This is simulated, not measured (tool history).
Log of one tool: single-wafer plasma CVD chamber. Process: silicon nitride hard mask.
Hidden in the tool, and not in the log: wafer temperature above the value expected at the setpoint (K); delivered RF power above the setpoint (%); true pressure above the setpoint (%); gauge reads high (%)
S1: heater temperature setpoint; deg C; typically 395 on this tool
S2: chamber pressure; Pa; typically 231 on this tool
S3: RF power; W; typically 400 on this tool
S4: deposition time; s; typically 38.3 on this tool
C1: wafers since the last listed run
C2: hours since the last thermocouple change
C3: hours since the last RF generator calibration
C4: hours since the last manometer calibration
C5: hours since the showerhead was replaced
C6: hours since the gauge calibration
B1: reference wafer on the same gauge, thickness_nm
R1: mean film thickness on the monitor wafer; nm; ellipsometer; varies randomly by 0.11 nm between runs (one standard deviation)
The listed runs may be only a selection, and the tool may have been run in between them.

run	day	S1	S2	S3	S4	C1	C2	C3	C4	C5	C6	B1	R1
1	0.000	395	231	400	38.3	0	1549.1	2579.8	2005.9	3941.2	109.3	47.297	49.436
2	0.604	395	231	400	38.3	292	1563.6	2594.3	2020.4	3955.7	123.8	47.311	49.627
3	1.208	385	231	400	38.3	292	1578.1	2608.8	2034.9	3970.2	138.3	47.265	49.676
4	1.512	395	231	400	38.3	147	1585.4	2616.1	2042.2	3977.5	145.6	47.297	49.202
5	2.117	404	231	400	38.3	292	1599.9	2630.6	2056.7	3992.0	160.1	47.324	49.237
6	2.417	404	231	400	38.3	145	1607.1	2637.8	2063.9	3999.2	167.3	47.295	49.078
# day 3.383: showerhead replaced
7	3.404	404	231	400	38.3	316	1630.8	2661.5	2087.6	0.5	191.0	47.347	49.111
8	3.546	395	231	400	38.3	68	1634.2	2664.9	2091.0	3.9	194.4	47.246	49.270
9	4.292	395	231	400	38.3	361	1652.1	2682.8	2108.9	21.8	212.3	47.246	49.252
10	4.554	395	252	460	33.8	127	1658.4	2689.1	2115.2	28.1	218.6	47.307	49.290
11	5.250	401	231	380	38.3	337	1675.1	2705.8	2131.9	44.8	235.3	47.291	47.261
# day 5.525: gauge calibrated
12	5.554	395	231	400	38.3	147	1682.4	2713.1	2139.2	52.1	0.7	47.267	49.039
13	5.821	395	231	400	34.2	129	1688.8	2719.5	2145.6	58.5	7.1	47.264	43.834
14	6.104	404	197	400	31.2	137	1695.6	2726.3	2152.4	65.3	13.9	47.230	37.896
# day 6.671: capacitance manometer re-zeroed and calibrated
15	6.692	386	281	425	33.0	123	1709.7	2740.4	0.5	79.4	28.0	47.318	46.980
# day 7.117: thermocouple changed; heater temperature recalibrated
# day 7.371: RF generator calibrated
16	7.392	395	231	400	38.3	54	6.6	0.5	17.3	96.2	44.8	47.307	52.478
17	7.758	395	231	400	38.3	177	15.4	9.3	26.1	105.0	53.6	47.275	52.624
18	8.058	386	193	435	31.7	145	22.6	16.5	33.3	112.2	60.8	47.298	43.458
19	8.512	395	231	400	38.3	220	33.5	27.4	44.2	123.1	71.7	47.300	52.487
20	8.933	395	231	400	38.3	203	43.6	37.5	54.3	133.2	81.8	47.300	52.279
21	9.504	388	231	400	33.8	276	57.3	51.2	68.0	146.9	95.5	47.344	46.421
22	9.879	395	207	400	42.1	181	66.3	60.2	77.0	155.9	104.5	47.298	55.500
23	10.475	395	231	325	38.3	288	80.6	74.5	91.3	170.2	118.8	47.262	44.530
24	11.204	383	271	435	43.2	353	98.1	92.0	108.8	187.7	136.3	47.299	66.258
25	11.762	395	183	355	43.5	270	111.5	105.4	122.2	201.1	149.7	47.267	50.198
26	12.358	395	231	400	38.3	288	125.8	119.7	136.5	215.4	164.0	47.367	52.329
27	12.667	390	231	450	34.8	149	133.2	127.1	143.9	222.8	171.4	47.242	51.694
28	13.083	395	208	345	38.3	201	143.2	137.1	153.9	232.8	181.4	47.268	45.367

Below, some changes in R1 between adjacent runs. For each, the amount present without the hidden state too (settings, incoming material, random variation) and the amount remaining for the hidden state with gauge scatter not shared by both compared results:
Run 14 -> 15: S1 404 -> 386, S2 197 -> 281, S3 400 -> 425, S4 31.2 -> 33.0, capacitance manometer re-zeroed and calibrated. R1 +9.084 nm: hidden state -0.578, all else +9.662.
Run 15 -> 16: S1 386 -> 395, S2 281 -> 231, S3 425 -> 400, S4 33.0 -> 38.3, thermocouple changed; heater temperature recalibrated, RF generator calibrated. R1 +5.498 nm: hidden state +3.012, all else +2.486.
Run 23 -> 24: S1 395 -> 383, S2 231 -> 271, S3 325 -> 435, S4 38.3 -> 43.2. R1 +21.728 nm: hidden state -0.154, all else +21.882.
Run 24 -> 25: S1 383 -> 395, S2 271 -> 183, S3 435 -> 355, S4 43.2 -> 43.5. R1 -16.060 nm: hidden state +0.115, all else -16.175.
